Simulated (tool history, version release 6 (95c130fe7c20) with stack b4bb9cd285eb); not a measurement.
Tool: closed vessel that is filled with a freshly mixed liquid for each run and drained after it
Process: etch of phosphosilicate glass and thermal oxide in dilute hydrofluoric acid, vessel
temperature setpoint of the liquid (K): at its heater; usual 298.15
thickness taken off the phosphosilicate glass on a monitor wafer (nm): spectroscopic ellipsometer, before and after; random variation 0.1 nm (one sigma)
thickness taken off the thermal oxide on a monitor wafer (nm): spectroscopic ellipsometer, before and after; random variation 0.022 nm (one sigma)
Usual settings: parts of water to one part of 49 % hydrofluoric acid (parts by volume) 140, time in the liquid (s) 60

| run | day | temperature setpoint of the liquid (K) | parts of water to one part of 49 % hydrofluoric acid (parts by volume) | time in the liquid (s) | read-back film thickness of the phosphosilicate glass reference wafer, read on the same gauge (nm) | read-back film thickness of the thermal oxide reference wafer, read on the same gauge (nm) | thickness taken off the phosphosilicate glass on a monitor wafer (nm) | thickness taken off the thermal oxide on a monitor wafer (nm) |
|---|---|---|---|---|---|---|---|---|
| 1 | 0 | 298.15 | 140 | 60 | 119.99 | 140.012 | 25.84 | 2.041 |
|  | 0.7 | hydrofluoric acid flow meter replaced |
| 2 | 0.921 | 298.15 | 140 | 60 | 119.99 | 140.009 | 25.8 | 2.053 |
| 3 | 1.996 | 298.15 | 140 | 60 | 119.98 | 139.983 | 25.9 | 2.006 |
| 4 | 3.042 | 298.15 | 140 | 60 | 119.99 | 139.986 | 25.81 | 2.012 |
| 5 | 3.579 | 298.15 | 140 | 60 | 120.02 | 139.991 | 25.83 | 2.053 |
| 6 | 4.446 | 298.15 | 140 | 60 | 120.04 | 140.001 | 25.85 | 2.03 |
| 7 | 5.879 | 298.15 | 140 | 60 | 119.94 | 140.005 | 25.84 | 2.05 |
| 8 | 6.421 | 302.65 | 115 | 40 | 120.04 | 140.001 | 25.78 | 1.98 |
| 9 | 6.958 | 298.15 | 85 | 70 | 120 | 140.002 | 53.5 | 4.188 |
| 10 | 7.604 | 296.65 | 140 | 30 | 120 | 139.996 | 12.19 | 0.965 |
| 11 | 8.258 | 295.65 | 110 | 30 | 120 | 139.998 | 15.65 | 1.201 |
| 12 | 9.225 | 298.15 | 110 | 90 | 120.01 | 140 | 51.35 | 3.982 |
| 13 | 9.838 | 298.15 | 90 | 85 | 120 | 139.976 | 60.7 | 4.729 |
| 14 | 10.629 | 296.15 | 190 | 35 | 120.04 | 139.993 | 9.71 | 0.777 |
| 15 | 12.104 | 296.65 | 100 | 45 | 120.03 | 140.003 | 27.08 | 2.096 |
|  | 12.917 | gauge calibrated |
| 16 | 13.75 | 295.15 | 160 | 80 | 119.99 | 140 | 26.29 | 2.052 |
| 17 | 14.617 | 298.15 | 175 | 75 | 120.01 | 140.001 | 25.03 | 1.954 |
| 18 | 15.958 | 299.65 | 170 | 50 | 120.02 | 139.999 | 18.14 | 1.426 |
| 19 | 19.138 | 293.15 | 140 | 60 | 119.98 | 140.015 | 21.31 | 1.634 |
| 20 | 20.075 | 300.15 | 160 | 40 | 119.99 | 139.996 | 15.94 | 1.249 |
| 21 | 20.808 | 293.15 | 85 | 85 | 120.04 | 140.014 | 53.05 | 4.142 |
| 22 | 22.088 | 298.15 | 140 | 60 | 120 | 139.985 | 25.95 | 2.03 |
| 23 | 22.767 | 298.15 | 140 | 60 | 120.02 | 140.017 | 25.88 | 2.027 |
| 24 | 24.054 | 298.15 | 140 | 60 | 119.98 | 139.982 | 25.86 | 2.035 |
| 25 | 25.275 | 293.65 | 185 | 60 | 120 | 139.996 | 15.63 | 1.232 |
| 26 | 26.717 | 296.65 | 100 | 45 | 120.03 | 139.992 | 26.84 | 2.112 |

4 ways to go on from here, each from the tool as it stands after run 26. What would each give?
| A | 26.746 | 298.15 | 75 | 60 | ? | ? | ? | ? |
| B | 26.746 | 298.15 | 140 | 35 | ? | ? | ? | ? |
| C | 26.746 | 298.15 | 70 | 35 | ? | ? | ? | ? |
| D | 26.746 | 293.65 | 140 | 60 | ? | ? | ? | ? |

| run | read-back film thickness of the phosphosilicate glass reference wafer, read on the same gauge (nm) | read-back film thickness of the thermal oxide reference wafer, read on the same gauge (nm) | thickness taken off the phosphosilicate glass on a monitor wafer (nm) | thickness taken off the thermal oxide on a monitor wafer (nm) |
|---|---|---|---|---|
| A | 120.01 | 139.993 | 52.68 | 4.149 |
| B | 120.01 | 139.993 | 15.18 | 1.196 |
| C | 120.01 | 139.993 | 33.14 | 2.61 |
| D | 120.01 | 139.993 | 21.84 | 1.72 |
Without the tool's hidden state the same runs would have given:
| run | thickness taken off the phosphosilicate glass on a monitor wafer (nm) | thickness taken off the thermal oxide on a monitor wafer (nm) |
|---|---|---|
| A | 52.68 | 4.149 |
| B | 15.18 | 1.196 |
| C | 33.14 | 2.61 |
| D | 21.84 | 1.72 |
